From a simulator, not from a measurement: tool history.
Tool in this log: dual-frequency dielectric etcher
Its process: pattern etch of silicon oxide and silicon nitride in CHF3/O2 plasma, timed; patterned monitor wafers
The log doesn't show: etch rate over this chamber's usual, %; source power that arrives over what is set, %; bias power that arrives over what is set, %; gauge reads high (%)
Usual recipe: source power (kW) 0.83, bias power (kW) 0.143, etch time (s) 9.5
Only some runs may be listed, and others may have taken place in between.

run,day,source power (kW),bias power (kW),etch time (s),wafers since the last listed run,hours since the last wet clean,hours since the last source power generator calibration,hours since the last bias power generator calibration,hours since the last upper electrode change,hours since the gauge calibration,"read-back reference wafer on the same gauge, depth_nm",mean etch depth across the wafer (Å)
1,0,0.83,0.143,9.5,0,389.8,3103.6,3114.7,3294.9,484.9,12.9,148.8
# day 0.075: wet clean of the chamber
2,0.508,0.83,0.143,9.5,115,10.4,3115.8,3126.9,3307.1,497.1,12.88,147
# day 0.554: gauge calibrated
3,1.167,0.83,0.143,9.5,175,26.2,3131.6,3142.7,3322.9,14.7,12.89,147.5
4,1.908,0.83,0.143,9.5,198,44,3149.4,3160.5,3340.7,32.5,12.92,148
5,3.408,0.83,0.143,9.5,400,80,3185.4,3196.5,3376.7,68.5,12.91,147.9
6,4.571,0.83,0.143,9.5,310,107.9,3213.3,3224.4,3404.6,96.4,12.9,147.2
7,5.088,0.83,0.143,9.5,137,120.3,3225.7,3236.8,3417,108.8,12.91,148
8,7.358,0.99,0.143,9.5,606,174.8,3280.2,3291.3,3471.5,163.3,12.9,161.5
9,7.862,0.99,0.143,9.5,134,186.9,3292.3,3303.4,3483.6,175.4,12.89,162
10,8.971,0.99,0.143,9.5,296,213.5,3318.9,3330,3510.2,202,12.89,161.9
11,9.854,0.83,0.143,9.5,235,234.7,3340.1,3351.2,3531.4,223.2,12.91,148.3
12,11.025,0.83,0.143,9.5,312,262.8,3368.2,3379.3,3559.5,251.3,12.91,147.8
# day 11.225: source power generator calibrated
13,12.267,0.9,0.143,10.5,287,292.6,25,3409.1,3589.3,281.1,12.9,170.9
14,13.679,0.68,0.143,12,377,326.5,58.9,3443,3623.2,315,12.9,167.5
15,14.458,0.67,0.114,8,208,345.2,77.6,3461.7,3641.9,333.7,12.91,105.3
16,15.896,0.91,0.122,11,383,379.7,112.1,3496.2,3676.4,368.2,12.9,174.7
17,17.271,0.75,0.143,8.5,367,412.7,145.1,3529.2,3709.4,401.2,12.89,126
# day 19.112: wet clean of the chamber
# day 19.412: gauge calibrated
# day 20.042: upper electrode replaced, of another model than before
18,20.062,0.83,0.143,9.5,230,22.8,212.1,3596.2,0.5,15.6,12.92,146.9
19,20.079,0.94,0.143,8.5,4,23.2,212.5,3596.6,0.9,16,12.9,137.2
20,20.933,0.83,0.109,9.5,228,43.7,233,3617.1,21.4,36.5,12.9,143
# day 21.783: bias power generator calibrated
21,22.05,0.71,0.172,8,253,70.5,259.8,6.4,48.2,63.3,12.91,120.8
22,23.221,0.83,0.143,9.5,312,98.6,287.9,34.5,76.3,91.4,12.91,147.6
23,24.462,0.83,0.143,9.5,331,128.4,317.7,64.3,106.1,121.2,12.91,147.4
24,24.962,0.63,0.126,12.5,133,140.4,329.7,76.3,118.1,133.2,12.9,174.2
25,26.138,0.83,0.143,12,313,168.6,357.9,104.5,146.3,161.4,12.92,186.9
26,27.2,0.65,0.114,12.5,283,194.1,383.4,130,171.8,186.9,12.9,174.2
27,27.775,0.83,0.129,7,153,207.9,397.2,143.8,185.6,200.7,12.89,108.3

Predict each of these 4 candidate next runs independently; none follows another, all start after run 27:
A,27.792,0.83,0.143,9.5,4,208.3,397.6,144.2,186,201.1,?,?
B,27.792,1.01,0.172,11.5,4,208.3,397.6,144.2,186,201.1,?,?
C,27.792,0.64,0.143,11,4,208.3,397.6,144.2,186,201.1,?,?
D,27.792,0.74,0.13,9.5,4,208.3,397.6,144.2,186,201.1,?,?

run,"read-back reference wafer on the same gauge, depth_nm",mean etch depth across the wafer (Å)
A,12.88,148.3
B,12.88,197
C,12.88,157.2
D,12.88,140.9
What these runs would have given with no unlogged condition in the tool:
run,mean etch depth across the wafer (Å)
A,147.1
B,195.5
C,156
D,139.8

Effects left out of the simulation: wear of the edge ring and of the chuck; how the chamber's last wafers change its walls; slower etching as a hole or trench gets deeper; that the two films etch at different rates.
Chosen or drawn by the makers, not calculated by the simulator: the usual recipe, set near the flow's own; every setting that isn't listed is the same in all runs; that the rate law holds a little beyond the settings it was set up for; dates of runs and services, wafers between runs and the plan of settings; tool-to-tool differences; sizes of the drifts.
